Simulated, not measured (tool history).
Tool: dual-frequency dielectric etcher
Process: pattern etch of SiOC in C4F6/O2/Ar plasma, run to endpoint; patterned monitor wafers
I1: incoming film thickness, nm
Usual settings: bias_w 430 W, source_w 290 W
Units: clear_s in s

run 1 hour=0 | bias_w=488 source_w=330 | I1=32.91 | clear_s=12.3
run 2 hour=11.4 | bias_w=488 source_w=330 | I1=32.94 | clear_s=12.4
run 3 hour=27.9 | bias_w=430 source_w=290 | I1=33.31 | clear_s=13.5
run 4 hour=44.1 | bias_w=430 source_w=290 | I1=32.97 | clear_s=13.5
run 5 hour=55 | bias_w=430 source_w=290 | I1=33.29 | clear_s=13.3
-- hour=63.1 bias power generator calibrated
-- hour=67.2 source power generator calibrated
-- hour=85.5 wet clean of the chamber
-- hour=103.8 upper electrode replaced
run 6 hour=104.3 | bias_w=493 source_w=290 | I1=33.26 | clear_s=12.9
run 7 hour=104.7 | bias_w=493 source_w=290 | I1=33.18 | clear_s=12.9
run 8 hour=105 | bias_w=507 source_w=250 | I1=33.22 | clear_s=13.2
run 9 hour=105.3 | bias_w=525 source_w=230 | I1=32.96 | clear_s=12.9
run 10 hour=105.6 | bias_w=538 source_w=270 | I1=33.3 | clear_s=12.7
run 11 hour=111.4 | bias_w=362 source_w=290 | I1=33.1 | clear_s=14.5
run 12 hour=122.6 | bias_w=350 source_w=240 | I1=33.14 | clear_s=15.1
run 13 hour=137.7 | bias_w=430 source_w=290 | I1=32.92 | clear_s=13.5
run 14 hour=151.4 | bias_w=331 source_w=230 | I1=32.68 | clear_s=15.5
run 15 hour=167.9 | bias_w=430 source_w=290 | I1=33.12 | clear_s=13.5

Forecast each of these 5 alternatives for the next run:
run A hour=168.3 | bias_w=401 source_w=290 | I1=32.86 | clear_s=?
run B hour=168.3 | bias_w=352 source_w=230 | I1=32.86 | clear_s=?
run C hour=168.3 | bias_w=349 source_w=260 | I1=32.86 | clear_s=?
run D hour=168.3 | bias_w=477 source_w=340 | I1=32.86 | clear_s=?
run E hour=168.3 | bias_w=371 source_w=270 | I1=32.86 | clear_s=?

run=A clear_s=13.7
run=B clear_s=15.1
run=C clear_s=14.7
run=D clear_s=12.4
run=E clear_s=14.3
Without the tool's hidden state the same runs would have given:
run=A clear_s=13.7
run=B clear_s=15.1
run=C clear_s=14.7
run=D clear_s=12.4
run=E clear_s=14.3
